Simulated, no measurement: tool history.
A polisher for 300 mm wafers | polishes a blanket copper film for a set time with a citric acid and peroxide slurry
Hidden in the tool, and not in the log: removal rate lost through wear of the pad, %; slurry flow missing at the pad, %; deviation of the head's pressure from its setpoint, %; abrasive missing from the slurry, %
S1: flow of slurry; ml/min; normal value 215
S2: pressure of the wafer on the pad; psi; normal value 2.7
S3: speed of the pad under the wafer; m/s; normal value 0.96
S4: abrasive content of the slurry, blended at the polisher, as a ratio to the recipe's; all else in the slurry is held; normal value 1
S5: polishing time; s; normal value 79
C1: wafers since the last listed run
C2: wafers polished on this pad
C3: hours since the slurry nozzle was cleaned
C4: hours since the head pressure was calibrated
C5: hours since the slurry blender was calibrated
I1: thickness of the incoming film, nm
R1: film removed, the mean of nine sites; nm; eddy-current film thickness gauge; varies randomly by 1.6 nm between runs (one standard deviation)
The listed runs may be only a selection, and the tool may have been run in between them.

run,hour,S1,S2,S3,S4,S5,C1,C2,C3,C4,C5,I1,R1
1,0,215,2.7,0.96,1,79,0,28,137.1,310.1,196.8,1108.5,114.5
2,52.9,215,2.7,0.96,1,79,527,556,190,363,249.7,1097.9,113.4
# hour 87.7: head pressure recalibrated
3,114.4,215,2.7,0.96,1,79,592,1148,251.5,26.7,311.2,1111.4,123.6
# hour 137: slurry blender recalibrated
# hour 155.5: worn pad replaced by a new one
4,183.8,215,2.7,0.96,1.2,79,631,281,320.9,96.1,46.8,1079.8,123.3
# hour 227.8: slurry nozzle cleaned
5,240.1,215,2.7,0.96,1.2,79,551,832,12.3,152.4,103.1,1094.7,124.9
6,286.8,215,2.7,0.8,1,79,465,1298,59,199.1,149.8,1104.3,96.7
# hour 321.5: worn pad replaced by a new one
7,325.7,215,2.7,0.8,1,79,347,42,97.9,238,188.7,1074.9,97.8
8,380.1,215,2.7,0.8,1,79,542,584,152.3,292.4,243.1,1093,96.1
9,451.1,165,2.7,0.96,0.7,79,707,1291,223.3,363.4,314.1,1095.3,101.2
10,475.3,215,2,0.96,1,79,241,1532,247.5,387.6,338.3,1094.1,81.5

Run 11 comes next. What will it give?
# hour 489: slurry blender recalibrated
# hour 494.4: worn pad replaced by a new one
11,537.7,215,2.7,0.96,1,79,562,431,309.9,450,48.7,1102.5,?

R1: 109.2 nm
Take away the tool's hidden state, keep the run-to-run variation as it was, and the same run would have given R1 126 nm.
